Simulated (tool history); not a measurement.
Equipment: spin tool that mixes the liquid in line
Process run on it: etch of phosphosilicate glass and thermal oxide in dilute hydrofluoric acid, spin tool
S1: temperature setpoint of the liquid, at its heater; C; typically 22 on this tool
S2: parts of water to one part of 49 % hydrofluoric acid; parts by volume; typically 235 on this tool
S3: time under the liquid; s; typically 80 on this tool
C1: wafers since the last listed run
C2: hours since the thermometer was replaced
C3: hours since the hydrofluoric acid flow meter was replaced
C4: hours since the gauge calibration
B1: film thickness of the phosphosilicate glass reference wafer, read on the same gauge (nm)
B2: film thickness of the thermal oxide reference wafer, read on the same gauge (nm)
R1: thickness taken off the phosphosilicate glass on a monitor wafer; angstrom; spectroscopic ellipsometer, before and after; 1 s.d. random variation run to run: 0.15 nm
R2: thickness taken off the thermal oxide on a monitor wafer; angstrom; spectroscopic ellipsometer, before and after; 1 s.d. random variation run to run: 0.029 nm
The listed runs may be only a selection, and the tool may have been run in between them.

run 1 hour=0 | S1=20 S2=235 S3=40 | C1=0 C2=1583 C3=202.6 C4=911.6 | B1=130.01 B2=129.974 | R1=100.7 R2=5.86
run 2 hour=24.4 | S1=20 S2=235 S3=40 | C1=353 C2=1607.4 C3=227 C4=936 | B1=130.02 B2=130.013 | R1=101 R2=5.87
run 3 hour=58.4 | S1=22 S2=140 S3=100 | C1=493 C2=1641.4 C3=261 C4=970 | B1=130 B2=129.993 | R1=511 R2=29.17
run 4 hour=87.8 | S1=22 S2=235 S3=45 | C1=426 C2=1670.8 C3=290.4 C4=999.4 | B1=130.01 B2=129.998 | R1=122.7 R2=6.95
run 5 hour=110.3 | S1=20.5 S2=185 S3=120 | C1=326 C2=1693.3 C3=312.9 C4=1021.9 | B1=130.01 B2=130.002 | R1=417.8 R2=24.03
run 6 hour=125.8 | S1=19 S2=235 S3=80 | C1=224 C2=1708.8 C3=328.4 C4=1037.4 | B1=130 B2=130.023 | R1=196 R2=11.2
run 7 hour=146.5 | S1=24 S2=235 S3=105 | C1=300 C2=1729.5 C3=349.1 C4=1058.1 | B1=130.02 B2=130.026 | R1=312.3 R2=18.08
run 8 hour=168.9 | S1=22 S2=235 S3=80 | C1=324 C2=1751.9 C3=371.5 C4=1080.5 | B1=130.02 B2=129.989 | R1=221.6 R2=12.79
run 9 hour=183.9 | S1=22 S2=235 S3=80 | C1=217 C2=1766.9 C3=386.5 C4=1095.5 | B1=130 B2=130.004 | R1=220.4 R2=13
run 10 hour=261 | S1=25 S2=235 S3=60 | C1=1118 C2=1844 C3=463.6 C4=1172.6 | B1=130 B2=130.011 | R1=187.3 R2=10.76
-- hour=265.7 thermometer replaced
run 11 hour=322.8 | S1=17.5 S2=280 S3=65 | C1=882 C2=57.1 C3=525.4 C4=1234.4 | B1=129.98 B2=130.009 | R1=124.7 R2=7.27
run 12 hour=344 | S1=17.5 S2=190 S3=60 | C1=307 C2=78.3 C3=546.6 C4=1255.6 | B1=130 B2=129.988 | R1=183.5 R2=11.02
run 13 hour=360.1 | S1=17 S2=180 S3=80 | C1=233 C2=94.4 C3=562.7 C4=1271.7 | B1=130.01 B2=130.004 | R1=252.2 R2=14.59
-- hour=398.5 hydrofluoric acid flow meter replaced
run 14 hour=467.3 | S1=22 S2=300 S3=45 | C1=1540 C2=201.6 C3=68.8 C4=1378.9 | B1=130 B2=130.013 | R1=88.3 R2=4.92
run 15 hour=493.7 | S1=22 S2=145 S3=105 | C1=383 C2=228 C3=95.2 C4=1405.3 | B1=129.99 B2=129.983 | R1=502.7 R2=28.6
-- hour=506.5 gauge calibrated
run 16 hour=521 | S1=22 S2=235 S3=80 | C1=396 C2=255.3 C3=122.5 C4=14.5 | B1=130 B2=129.989 | R1=217.1 R2=12.43
run 17 hour=540.8 | S1=24 S2=165 S3=105 | C1=287 C2=275.1 C3=142.3 C4=34.3 | B1=129.99 B2=130.014 | R1=471.1 R2=27.37
run 18 hour=567.3 | S1=22 S2=235 S3=80 | C1=384 C2=301.6 C3=168.8 C4=60.8 | B1=129.98 B2=129.985 | R1=215.1 R2=12.35
run 19 hour=592.7 | S1=25 S2=275 S3=65 | C1=368 C2=327 C3=194.2 C4=86.2 | B1=130 B2=129.996 | R1=162.7 R2=9.27
run 20 hour=609.8 | S1=19.5 S2=305 S3=30 | C1=248 C2=344.1 C3=211.3 C4=103.3 | B1=130 B2=130.028 | R1=54.2 R2=2.97
run 21 hour=639.9 | S1=22 S2=235 S3=80 | C1=436 C2=374.2 C3=241.4 C4=133.4 | B1=130 B2=130.015 | R1=220.8 R2=12.49
run 22 hour=664.7 | S1=20 S2=155 S3=50 | C1=359 C2=399 C3=266.2 C4=158.2 | B1=130 B2=129.986 | R1=207.4 R2=12.26
run 23 hour=689.4 | S1=22 S2=235 S3=40 | C1=358 C2=423.7 C3=290.9 C4=182.9 | B1=130 B2=129.97 | R1=110.4 R2=6.52
run 24 hour=719.1 | S1=22 S2=335 S3=80 | C1=430 C2=453.4 C3=320.6 C4=212.6 | B1=129.99 B2=130.028 | R1=139.6 R2=7.94
run 25 hour=734.6 | S1=20.5 S2=190 S3=110 | C1=224 C2=468.9 C3=336.1 C4=228.1 | B1=130.01 B2=130.005 | R1=368 R2=20.67
run 26 hour=770.1 | S1=24.5 S2=235 S3=65 | C1=515 C2=504.4 C3=371.6 C4=263.6 | B1=130 B2=129.992 | R1=195.4 R2=11.54

Each row is a separate what-if for the run after 26, all from the same tool condition, not one after another. Results?
run A hour=770.5 | S1=26.5 S2=235 S3=80 | C1=5 C2=504.8 C3=372 C4=264 | B1=? B2=? | R1=? R2=?
run B hour=770.5 | S1=24.5 S2=180 S3=120 | C1=5 C2=504.8 C3=372 C4=264 | B1=? B2=? | R1=? R2=?
run C hour=770.5 | S1=17.5 S2=190 S3=100 | C1=5 C2=504.8 C3=372 C4=264 | B1=? B2=? | R1=? R2=?
run D hour=770.5 | S1=22 S2=295 S3=65 | C1=5 C2=504.8 C3=372 C4=264 | B1=? B2=? | R1=? R2=?

run=A B1=130.01 B2=129.977 R1=257.2 R2=15.5
run=B B1=130.01 B2=129.977 R1=497.1 R2=29.95
run=C B1=130.01 B2=129.977 R1=296.3 R2=17.85
run=D B1=130.01 B2=129.977 R1=133.7 R2=8.06
Had the tool no hidden state, the same runs would have come out as:
run=A R1=247.6 R2=14.92
run=B R1=479.3 R2=28.88
run=C R1=286 R2=17.23
run=D R1=128.6 R2=7.75
